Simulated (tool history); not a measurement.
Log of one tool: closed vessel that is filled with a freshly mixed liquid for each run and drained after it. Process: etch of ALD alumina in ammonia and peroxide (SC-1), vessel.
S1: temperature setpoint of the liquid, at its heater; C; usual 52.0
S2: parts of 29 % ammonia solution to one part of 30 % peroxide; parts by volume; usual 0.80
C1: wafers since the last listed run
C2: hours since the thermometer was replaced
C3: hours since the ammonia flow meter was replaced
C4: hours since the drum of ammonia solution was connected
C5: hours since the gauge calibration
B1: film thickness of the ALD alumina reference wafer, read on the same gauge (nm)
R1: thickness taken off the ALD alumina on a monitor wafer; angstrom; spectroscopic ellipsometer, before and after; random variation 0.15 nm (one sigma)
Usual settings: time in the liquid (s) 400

{"run": 1, "day": 0.0, "S1": 52.0, "S2": 0.8, "time in the liquid (s)": 495, "C1": 0, "C2": 1495.1, "C3": 505.9, "C4": 505.2, "C5": 415.0, "B1": 40.1, "R1": 213.0}
{"run": 2, "day": 2.288, "S1": 54.5, "S2": 0.8, "time in the liquid (s)": 400, "C1": 4106, "C2": 1550.0, "C3": 560.8, "C4": 560.1, "C5": 469.9, "B1": 40.16, "R1": 192.1}
{"run": 3, "day": 4.65, "S1": 52.0, "S2": 0.8, "time in the liquid (s)": 345, "C1": 4241, "C2": 1606.7, "C3": 617.5, "C4": 616.8, "C5": 526.6, "B1": 40.25, "R1": 148.7}
{"run": 4, "day": 6.021, "S1": 52.0, "S2": 0.8, "time in the liquid (s)": 400, "C1": 2461, "C2": 1639.6, "C3": 650.4, "C4": 649.7, "C5": 559.5, "B1": 40.34, "R1": 171.1}
{"run": 5, "day": 7.517, "S1": 52.0, "S2": 0.8, "time in the liquid (s)": 400, "C1": 2685, "C2": 1675.5, "C3": 686.3, "C4": 685.6, "C5": 595.4, "B1": 40.42, "R1": 172.1}
{"run": 6, "day": 9.162, "S1": 52.0, "S2": 0.8, "time in the liquid (s)": 400, "C1": 2954, "C2": 1715.0, "C3": 725.8, "C4": 725.1, "C5": 634.9, "B1": 40.54, "R1": 173.5}
{"run": 7, "day": 10.467, "S1": 52.0, "S2": 0.8, "time in the liquid (s)": 400, "C1": 2341, "C2": 1746.3, "C3": 757.1, "C4": 756.4, "C5": 666.2, "B1": 40.58, "R1": 172.7}
{"run": 8, "day": 12.996, "S1": 52.0, "S2": 0.8, "time in the liquid (s)": 400, "C1": 4540, "C2": 1807.0, "C3": 817.8, "C4": 817.1, "C5": 726.9, "B1": 40.72, "R1": 174.1}
{"day": 15.175, "done": "ammonia flow meter replaced"}
{"run": 9, "day": 15.196, "S1": 52.0, "S2": 0.8, "time in the liquid (s)": 400, "C1": 3875, "C2": 1859.8, "C3": 0.5, "C4": 869.9, "C5": 779.7, "B1": 40.91, "R1": 174.3}
{"run": 10, "day": 16.658, "S1": 52.0, "S2": 0.8, "time in the liquid (s)": 400, "C1": 2625, "C2": 1894.9, "C3": 35.6, "C4": 905.0, "C5": 814.8, "B1": 41.0, "R1": 175.3}
{"run": 11, "day": 18.288, "S1": 57.0, "S2": 0.8, "time in the liquid (s)": 400, "C1": 2925, "C2": 1934.0, "C3": 74.7, "C4": 944.1, "C5": 853.9, "B1": 41.09, "R1": 226.3}
{"day": 18.988, "done": "gauge calibrated"}
{"run": 12, "day": 20.112, "S1": 52.0, "S2": 0.8, "time in the liquid (s)": 400, "C1": 3276, "C2": 1977.8, "C3": 118.5, "C4": 987.9, "C5": 27.0, "B1": 40.06, "R1": 173.2}
{"run": 13, "day": 22.25, "S1": 52.0, "S2": 0.8, "time in the liquid (s)": 400, "C1": 3837, "C2": 2029.1, "C3": 169.8, "C4": 1039.2, "C5": 78.3, "B1": 40.08, "R1": 169.9}
{"run": 14, "day": 23.338, "S1": 60.5, "S2": 1.0, "time in the liquid (s)": 400, "C1": 1952, "C2": 2055.2, "C3": 195.9, "C4": 1065.3, "C5": 104.4, "B1": 40.1, "R1": 269.0}
{"run": 15, "day": 24.95, "S1": 45.5, "S2": 1.2, "time in the liquid (s)": 280, "C1": 2895, "C2": 2093.9, "C3": 234.6, "C4": 1104.0, "C5": 143.1, "B1": 40.1, "R1": 86.6}
{"day": 25.183, "done": "thermometer replaced"}
{"run": 16, "day": 26.425, "S1": 57.0, "S2": 0.95, "time in the liquid (s)": 555, "C1": 2573, "C2": 29.8, "C3": 270.0, "C4": 1139.4, "C5": 178.5, "B1": 40.09, "R1": 310.9}
{"run": 17, "day": 27.446, "S1": 52.0, "S2": 0.65, "time in the liquid (s)": 400, "C1": 1832, "C2": 54.3, "C3": 294.5, "C4": 1163.9, "C5": 203.0, "B1": 40.13, "R1": 170.0}
{"day": 29.771, "done": "new drum of ammonia solution connected"}
{"run": 18, "day": 30.038, "S1": 52.0, "S2": 0.8, "time in the liquid (s)": 400, "C1": 4578, "C2": 116.5, "C3": 356.7, "C4": 6.4, "C5": 265.2, "B1": 40.17, "R1": 171.3}
{"run": 19, "day": 32.912, "S1": 52.0, "S2": 0.8, "time in the liquid (s)": 400, "C1": 5161, "C2": 185.5, "C3": 425.7, "C4": 75.4, "C5": 334.2, "B1": 40.26, "R1": 170.9}
{"run": 20, "day": 34.292, "S1": 52.0, "S2": 1.1, "time in the liquid (s)": 400, "C1": 2476, "C2": 218.6, "C3": 458.8, "C4": 108.5, "C5": 367.3, "B1": 40.33, "R1": 177.6}
{"run": 21, "day": 36.142, "S1": 61.0, "S2": 1.15, "time in the liquid (s)": 315, "C1": 3321, "C2": 263.0, "C3": 503.2, "C4": 152.9, "C5": 411.7, "B1": 40.31, "R1": 227.1}
{"run": 22, "day": 37.983, "S1": 52.0, "S2": 0.9, "time in the liquid (s)": 270, "C1": 3306, "C2": 307.2, "C3": 547.4, "C4": 197.1, "C5": 455.9, "B1": 40.42, "R1": 119.2}
{"run": 23, "day": 39.7, "S1": 52.0, "S2": 0.8, "time in the liquid (s)": 200, "C1": 3082, "C2": 348.4, "C3": 588.6, "C4": 238.3, "C5": 497.1, "B1": 40.49, "R1": 85.6}
{"run": 24, "day": 40.942, "S1": 52.0, "S2": 0.8, "time in the liquid (s)": 400, "C1": 2229, "C2": 378.2, "C3": 618.4, "C4": 268.1, "C5": 526.9, "B1": 40.57, "R1": 171.8}
{"run": 25, "day": 43.633, "S1": 55.0, "S2": 0.8, "time in the liquid (s)": 400, "C1": 4832, "C2": 442.8, "C3": 683.0, "C4": 332.7, "C5": 591.5, "B1": 40.65, "R1": 203.7}
{"run": 26, "day": 45.571, "S1": 52.0, "S2": 0.8, "time in the liquid (s)": 400, "C1": 3478, "C2": 489.3, "C3": 729.5, "C4": 379.2, "C5": 638.0, "B1": 40.81, "R1": 177.5}
{"run": 27, "day": 47.842, "S1": 52.0, "S2": 0.4, "time in the liquid (s)": 335, "C1": 4077, "C2": 543.8, "C3": 784.0, "C4": 433.7, "C5": 692.5, "B1": 40.91, "R1": 136.5}
{"run": 28, "day": 49.892, "S1": 60.5, "S2": 0.65, "time in the liquid (s)": 400, "C1": 3680, "C2": 593.0, "C3": 833.2, "C4": 482.9, "C5": 741.7, "B1": 41.06, "R1": 268.7}
{"run": 29, "day": 51.117, "S1": 55.0, "S2": 0.95, "time in the liquid (s)": 320, "C1": 2199, "C2": 622.4, "C3": 862.6, "C4": 512.3, "C5": 771.1, "B1": 41.12, "R1": 168.0}

4 ways to go on from here, each from the tool as it stands after run 29. What would each give?
{"run": "A", "day": 51.15, "S1": 52.0, "S2": 0.8, "time in the liquid (s)": 400, "C1": 59, "C2": 623.2, "C3": 863.4, "C4": 513.1, "C5": 771.9, "B1": "?", "R1": "?"}
{"run": "B", "day": 51.15, "S1": 58.0, "S2": 0.8, "time in the liquid (s)": 485, "C1": 59, "C2": 623.2, "C3": 863.4, "C4": 513.1, "C5": 771.9, "B1": "?", "R1": "?"}
{"run": "C", "day": 51.15, "S1": 47.0, "S2": 0.7, "time in the liquid (s)": 590, "C1": 59, "C2": 623.2, "C3": 863.4, "C4": 513.1, "C5": 771.9, "B1": "?", "R1": "?"}
{"run": "D", "day": 51.15, "S1": 47.0, "S2": 0.8, "time in the liquid (s)": 545, "C1": 59, "C2": 623.2, "C3": 863.4, "C4": 513.1, "C5": 771.9, "B1": "?", "R1": "?"}

run=A B1=41.14 R1=174.8
run=B B1=41.14 R1=291.4
run=C B1=41.14 R1=193.2
run=D B1=41.14 R1=180.7
Without the tool's hidden state the same runs would have given:
run=A R1=170.0
run=B R1=283.5
run=C R1=187.9
run=D R1=175.8

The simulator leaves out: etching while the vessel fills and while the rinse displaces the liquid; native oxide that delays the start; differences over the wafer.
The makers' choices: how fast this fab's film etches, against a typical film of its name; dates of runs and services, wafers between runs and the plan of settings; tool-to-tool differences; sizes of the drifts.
